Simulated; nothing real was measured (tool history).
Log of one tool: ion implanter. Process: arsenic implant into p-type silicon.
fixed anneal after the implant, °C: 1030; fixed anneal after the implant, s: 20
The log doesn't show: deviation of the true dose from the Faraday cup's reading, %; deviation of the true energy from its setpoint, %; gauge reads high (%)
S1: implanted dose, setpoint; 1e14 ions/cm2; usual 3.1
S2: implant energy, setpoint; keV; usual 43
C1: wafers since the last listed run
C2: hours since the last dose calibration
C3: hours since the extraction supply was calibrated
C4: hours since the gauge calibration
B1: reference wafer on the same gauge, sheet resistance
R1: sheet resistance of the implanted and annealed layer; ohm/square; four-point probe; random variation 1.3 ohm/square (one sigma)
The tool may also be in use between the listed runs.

| run | hour | S1 | S2 | C1 | C2 | C3 | C4 | B1 | R1 |
|---|---|---|---|---|---|---|---|---|---|
| 1 | 0 | 2.74 | 43 | 0 | 1226.2 | 2550.1 | 321.8 | 282.97 | 279.55 |
| 2 | 35.8 | 3.1 | 51.5 | 627 | 1262 | 2585.9 | 357.6 | 283.33 | 249.17 |
| 3 | 59.4 | 3.1 | 39 | 413 | 1285.6 | 2609.5 | 381.2 | 283.17 | 259.05 |
| 4 | 71.6 | 3.1 | 39 | 213 | 1297.8 | 2621.7 | 393.4 | 283.1 | 261.95 |
| 5 | 94.5 | 3.29 | 43 | 401 | 1320.7 | 2644.6 | 416.3 | 282.86 | 244.78 |
| 6 | 126.3 | 3.1 | 43 | 557 | 1352.5 | 2676.4 | 448.1 | 283 | 256.97 |
| 7 | 144.8 | 3.1 | 43 | 324 | 1371 | 2694.9 | 466.6 | 283.19 | 256.83 |
| 8 | 164.5 | 3.1 | 43 | 345 | 1390.7 | 2714.6 | 486.3 | 283.05 | 255.38 |
| 9 | 179 | 3.1 | 43 | 254 | 1405.2 | 2729.1 | 500.8 | 283.21 | 253.31 |
| 10 | 206.8 | 3.1 | 43 | 487 | 1433 | 2756.9 | 528.6 | 282.94 | 255.78 |
| 11 | 232.9 | 3.1 | 43 | 457 | 1459.1 | 2783 | 554.7 | 283.22 | 254.69 |
| 12 | 267.3 | 3.1 | 43 | 602 | 1493.5 | 2817.4 | 589.1 | 282.55 | 255.13 |
| 13 | 293.2 | 3.1 | 43 | 453 | 1519.4 | 2843.3 | 615 | 283.21 | 256.69 |
| 14 | 312.7 | 3.1 | 43 | 341 | 1538.9 | 2862.8 | 634.5 | 283.22 | 256.53 |
| 15 | 345.2 | 3.1 | 43 | 569 | 1571.4 | 2895.3 | 667 | 283.18 | 255.15 |
| 16 | 371 | 3.1 | 43 | 452 | 1597.2 | 2921.1 | 692.8 | 282.81 | 257.69 |
| 17 | 401.1 | 2.75 | 43 | 527 | 1627.3 | 2951.2 | 722.9 | 283.03 | 278.54 |
| 18 | 429.6 | 2.75 | 43 | 499 | 1655.8 | 2979.7 | 751.4 | 282.69 | 279.7 |
| 19 | 463.4 | 2.23 | 29.5 | 592 | 1689.6 | 3013.5 | 785.2 | 283.27 | 345.56 |
|  | 488.2 | Faraday cup replaced and dose calibrated |
| 20 | 488.7 | 3.1 | 39 | 303 | 0.5 | 3038.8 | 810.5 | 283.02 | 268.72 |
|  | 502.9 | extraction supply calibrated |
| 21 | 503.4 | 3.1 | 43 | 117 | 15.2 | 0.5 | 825.2 | 282.72 | 264.71 |
| 22 | 527.2 | 3.85 | 47 | 417 | 39 | 24.3 | 849 | 283.14 | 220.35 |
| 23 | 557.7 | 3.63 | 51.5 | 534 | 69.5 | 54.8 | 879.5 | 283.03 | 227.59 |
| 24 | 570.7 | 3.55 | 28.5 | 227 | 82.5 | 67.8 | 892.5 | 283.23 | 252.09 |
| 25 | 597 | 3.63 | 38.5 | 460 | 108.8 | 94.1 | 918.8 | 283.3 | 238.7 |
| 26 | 623 | 3.1 | 43 | 455 | 134.8 | 120.1 | 944.8 | 282.77 | 263.5 |
| 27 | 643.2 | 3.82 | 39 | 353 | 155 | 140.3 | 965 | 283.11 | 228.25 |
| 28 | 669.6 | 3.1 | 43 | 462 | 181.4 | 166.7 | 991.4 | 283.06 | 263.09 |
| 29 | 683.3 | 3.1 | 43 | 240 | 195.1 | 180.4 | 1005.1 | 282.98 | 264.36 |
| 30 | 719 | 3.1 | 53.5 | 625 | 230.8 | 216.1 | 1040.8 | 283.04 | 255.52 |
| 31 | 751.5 | 2.3 | 49 | 569 | 263.3 | 248.6 | 1073.3 | 282.84 | 325.63 |
|  | 754.4 | gauge calibrated |
| 32 | 853.5 | 2.5 | 56 | 1787 | 365.3 | 350.6 | 99.1 | 283.09 | 294.53 |
| 33 | 878.7 | 3.1 | 43 | 441 | 390.5 | 375.8 | 124.3 | 283.05 | 261.85 |
| 34 | 901.2 | 3.67 | 51 | 394 | 413 | 398.3 | 146.8 | 283.06 | 224.93 |
| 35 | 934 | 3.1 | 43 | 574 | 445.8 | 431.1 | 179.6 | 282.95 | 262.29 |
| 36 | 966.5 | 2.29 | 31 | 569 | 478.3 | 463.6 | 212.1 | 283.16 | 343.89 |
| 37 | 986.1 | 2.37 | 37.5 | 343 | 497.9 | 483.2 | 231.7 | 282.51 | 323.69 |

Some steps in R1 between neighbouring runs. How much of each would the tool show without its hidden state too (settings, what came in, random variation), and how much is left for the hidden state, with any gauge scatter that isn't in both results?
Run 18 -> 19: S1 2.75 -> 2.23, S2 43 -> 29.5. R1 +65.86 ohm/square: hidden state -2.84, all else +68.7.
Run 19 -> 20: S1 2.23 -> 3.1, S2 29.5 -> 39, Faraday cup replaced and dose calibrated. R1 -76.84 ohm/square: hidden state +14.01, all else -90.85.
Run 30 -> 31: S1 3.1 -> 2.3, S2 53.5 -> 49. R1 +70.11 ohm/square: hidden state -0.59, all else +70.7.
Run 35 -> 36: S1 3.1 -> 2.29, S2 43 -> 31. R1 +81.6 ohm/square: hidden state -1.1, all else +82.7.
